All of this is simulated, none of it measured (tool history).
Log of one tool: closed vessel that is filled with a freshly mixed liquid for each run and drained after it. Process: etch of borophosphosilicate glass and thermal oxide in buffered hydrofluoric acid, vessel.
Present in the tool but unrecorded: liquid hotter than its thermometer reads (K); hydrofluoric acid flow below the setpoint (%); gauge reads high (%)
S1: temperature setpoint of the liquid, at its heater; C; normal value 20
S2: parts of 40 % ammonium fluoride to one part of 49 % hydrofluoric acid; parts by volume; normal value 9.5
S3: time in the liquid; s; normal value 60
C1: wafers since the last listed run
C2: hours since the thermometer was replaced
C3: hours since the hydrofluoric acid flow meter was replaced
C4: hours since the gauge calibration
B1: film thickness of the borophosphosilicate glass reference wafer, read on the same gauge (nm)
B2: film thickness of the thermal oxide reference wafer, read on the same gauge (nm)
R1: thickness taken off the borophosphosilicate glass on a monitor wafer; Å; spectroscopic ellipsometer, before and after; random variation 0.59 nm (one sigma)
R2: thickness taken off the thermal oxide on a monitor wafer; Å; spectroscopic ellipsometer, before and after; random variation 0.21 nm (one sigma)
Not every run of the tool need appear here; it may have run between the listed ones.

run	hour	S1	S2	S3	C1	C2	C3	C4	B1	B2	R1	R2
1	0	20	9.5	60	0	2007.9	409.6	1418	59.98	80	658.3	563.1
2	30.7	20	9.5	60	4498	2038.6	440.3	1448.7	60	80.02	658	558.1
3	81	20	9.5	80	7369	2088.9	490.6	1499	60.01	79.99	855.9	739
4	130.8	20	9.5	60	7296	2138.7	540.4	1548.8	60	80.02	659	549.6
5	167.4	20	9.5	60	5362	2175.3	577	1585.4	60	80	647.4	546.6
6	207	23	9.5	35	5802	2214.9	616.6	1625	60	80	442.6	372.4
7	243.4	20	6.5	35	5333	2251.3	653	1661.4	60	80	536.5	451.8
8	303.8	17.5	10.5	50	8849	2311.7	713.4	1721.8	59.99	80.01	409.1	349.3
# hour 336.1: hydrofluoric acid flow meter replaced
9	352.2	24	9.5	60	6945	2360.1	16.1	1770.2	60.02	80	863.3	735.5
# hour 379.4: gauge calibrated
10	391.5	23	9.5	60	5758	2399.4	55.4	12.1	59.99	80.02	824.3	695
11	422.8	17.5	9.5	60	4586	2430.7	86.7	43.4	60.01	80.01	610.6	514.5
12	458.2	23	9.5	35	5186	2466.1	122.1	78.8	59.99	79.99	478.8	407.1
13	484.2	21.5	6.5	80	3809	2492.1	148.1	104.8	60.01	80	1443.6	1215
14	594.8	17	11.5	60	16205	2602.7	258.7	215.4	60.02	80.01	488.1	404.9
15	634.1	17	9.5	35	5758	2642	298	254.7	60.01	80	336.8	282.5
# hour 646: thermometer replaced
16	664.7	20	9.5	60	4336	18.7	328.6	285.3	59.98	80.03	620.4	514.4
17	721	18.5	11	60	8249	75	384.9	341.6	59.99	79.99	490.9	411
18	759.4	20	9.5	75	5626	113.4	423.3	380	59.97	79.97	743.6	638.3
19	786.9	17	12.5	70	4029	140.9	450.8	407.5	60	79.99	461.7	382.9
20	816	20	9.5	60	4263	170	479.9	436.6	60.02	80	602.7	501.7
21	877.5	20	9.5	60	9010	231.5	541.4	498.1	59.99	80.01	605.6	497.4
22	904.6	20	11	50	3970	258.6	568.5	525.2	59.96	79.99	424.7	361
23	937	20	9.5	60	4747	291	600.9	557.6	60	80	583.6	498.5
# hour 1003.2: hydrofluoric acid flow meter replaced
24	1008	21.5	7	80	10256	362	4.8	628.6	60.02	80.02	1282.5	1098
25	1055.5	20	9.5	60	6959	409.5	52.3	676.1	60.01	80	655	553.7

Here are 4 independent what-if runs from the current tool condition. What would each one return?
A	1056.2	17	9.5	60	102	410.2	53	676.8	?	?	?	?
B	1056.2	21.5	9.5	60	102	410.2	53	676.8	?	?	?	?
C	1056.2	22	6.5	50	102	410.2	53	676.8	?	?	?	?
D	1056.2	17	11	90	102	410.2	53	676.8	?	?	?	?

run	B1	B2	R1	R2
A	59.98	79.99	556.5	467.4
B	59.98	79.99	714.1	601.8
C	59.98	79.99	887.7	744.7
D	59.98	79.99	732.8	616.3
What these runs would have given with no unlogged condition in the tool:
run	R1	R2
A	549.5	461.3
B	705.4	594.2
C	879.3	737.3
D	726.2	610.5
